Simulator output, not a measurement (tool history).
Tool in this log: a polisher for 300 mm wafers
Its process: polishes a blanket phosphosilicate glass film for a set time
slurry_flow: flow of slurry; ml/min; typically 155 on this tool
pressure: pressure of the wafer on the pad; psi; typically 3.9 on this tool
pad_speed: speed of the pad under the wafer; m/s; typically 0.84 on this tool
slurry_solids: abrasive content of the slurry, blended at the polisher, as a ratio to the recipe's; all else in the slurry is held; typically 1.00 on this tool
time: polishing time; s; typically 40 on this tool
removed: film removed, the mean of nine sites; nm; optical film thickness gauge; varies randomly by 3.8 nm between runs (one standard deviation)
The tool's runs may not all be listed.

run    hour  slurry_flow  pressure  pad_speed  slurry_solids  time  wafers since the last listed run  wafers polished on this pad  hours since the slurry nozzle was cleaned  hours since the head pressure was calibrated  hours since the slurry blender was calibrated  hours since the conditioning disc was replaced  incoming thickness of the incoming film, nm  removed
  1     0.0          155       3.9       0.84           1.00    40                                 0                         9093                                      291.9                                         248.2                                          392.3                                           287.8                                       2857.9    290.0
       29.5  -- worn pad replaced by a new one
  2    69.4          155       3.9       0.84           1.00    40                               816                          497                                      361.3                                         317.6                                          461.7                                           357.2                                       2826.9    290.6
  3   117.8          155       3.9       0.84           1.00    40                               604                         1101                                      409.7                                         366.0                                          510.1                                           405.6                                       2838.5    290.0
  4   210.2          155       3.9       0.84           1.00    40                              1153                         2255                                      502.1                                         458.4                                          602.5                                           498.0                                       2844.1    280.2
  5   258.8          155       4.7       0.94           1.15    33                               606                         2861                                      550.7                                         507.0                                          651.1                                           546.6                                       2756.4    312.9
      291.0  -- slurry blender recalibrated
      324.5  -- conditioning disc replaced and pad reconditioned
  6   334.8          155       3.9       0.72           1.30    40                               898                         3760                                      626.7                                         583.0                                           43.8                                            10.3                                       2816.4    309.8
  7   420.2          155       3.9       0.84           1.00    40                              1066                         4826                                      712.1                                         668.4                                          129.2                                            95.7                                       2810.7    296.6
  8   468.0          155       3.9       0.84           1.15    40                               596                         5423                                      759.9                                         716.2                                          177.0                                           143.5                                       2777.5    307.7
      473.2  -- head pressure recalibrated
  9   531.9          155       3.9       0.84           1.00    40                               772                         6196                                      823.8                                          58.7                                          240.9                                           207.4                                       2780.5    287.8
      562.7  -- slurry nozzle cleaned
 10   571.7          155       3.9       0.84           1.00    40                               484                         6680                                        9.0                                          98.5                                          280.7                                           247.2                                       2848.7    286.2
 11   669.8          155       3.9       0.84           1.00    40                              1224                         7905                                      107.1                                         196.6                                          378.8                                           345.3                                       2834.0    282.8
      690.3  -- worn pad replaced by a new one
 12   732.6          190       3.5       1.12           1.00    40                               734                          528                                      169.9                                         259.4                                          441.6                                           408.1                                       2827.7    307.2
 13   827.9          155       3.9       1.12           1.00    50                              1189                         1717                                      265.2                                         354.7                                          536.9                                           503.4                                       2778.9    404.8
 14   864.0          155       3.9       0.56           1.00    48                               450                         2168                                      301.3                                         390.8                                          573.0                                           539.5                                       2809.5    279.3
 15   931.3          155       3.9       0.84           1.00    40                               840                         3008                                      368.6                                         458.1                                          640.3                                           606.8                                       2823.5    286.7
     1038.0  -- slurry blender recalibrated
     1092.8  -- head pressure recalibrated
     1098.8  -- conditioning disc replaced and pad reconditioned
 16  1220.3          125       3.9       0.64           0.90    40                              3532                         6541                                      657.6                                         127.5                                          182.3                                           121.5                                       2777.9    233.9
 17  1271.3          155       3.9       0.84           1.00    40                               636                         7178                                      708.6                                         178.5                                          233.3                                           172.5                                       2794.4    291.1
 18  1338.9          140       2.7       0.84           1.00    40                               843                         8022                                      776.2                                         246.1                                          300.9                                           240.1                                       2812.3    199.7
     1401.0  -- worn pad replaced by a new one
     1411.1  -- slurry nozzle cleaned
 19  1480.9          155       3.9       0.84           1.00    44                              1710                          984                                       69.8                                         388.1                                          442.9                                           382.1                                       2839.2    305.9
 20  1532.3          155       3.9       0.84           1.00    31                               641                         1626                                      121.2                                         439.5                                          494.3                                           433.5                                       2813.8    216.3
 21  1601.7          135       3.9       0.84           1.00    40                               866                         2492                                      190.6                                         508.9                                          563.7                                           502.9                                       2865.1    276.4
 22  1682.3          155       3.9       0.84           0.75    28                              1006                         3499                                      271.2                                         589.5                                          644.3                                           583.5                                       2873.6    174.7
     1730.5  -- head pressure recalibrated
 23  1737.7          205       3.9       0.84           0.75    40                               666                         4165                                      326.6                                           7.2                                          699.7                                           638.9                                       2802.8    256.4
 24  1804.3          155       3.9       0.84           1.00    40                               831                         4997                                      393.2                                          73.8                                          766.3                                           705.5                                       2829.5    276.4
     1833.3  -- slurry blender recalibrated
     1892.9  -- conditioning disc replaced and pad reconditioned
 25  1905.8          155       4.6       0.72           1.15    40                              1217                         6214                                      494.7                                         175.3                                           72.5                                            12.9                                       2821.3    354.3

Alternative continuations, all from the tool just after run 25; predict every row:
  A  1906.2          155       3.9       0.84           1.00    40                                 4                         6219                                      495.1                                         175.7                                           72.9                                            13.3                                       2812.0        ?
  B  1906.2          155       3.2       0.84           1.00    40                                 4                         6219                                      495.1                                         175.7                                           72.9                                            13.3                                       2812.0        ?
  C  1906.2          155       3.9       1.08           1.00    40                                 4                         6219                                      495.1                                         175.7                                           72.9                                            13.3                                       2812.0        ?
  D  1906.2          190       3.5       0.84           1.15    26                                 4                         6219                                      495.1                                         175.7                                           72.9                                            13.3                                       2812.0        ?

run  removed
  A    304.3
  B    250.0
  C    352.1
  D    193.7
Take away the tool's hidden state, keep each run's random variation, and the runs would have read:
run  removed
  A    306.5
  B    251.5
  C    355.1
  D    194.9
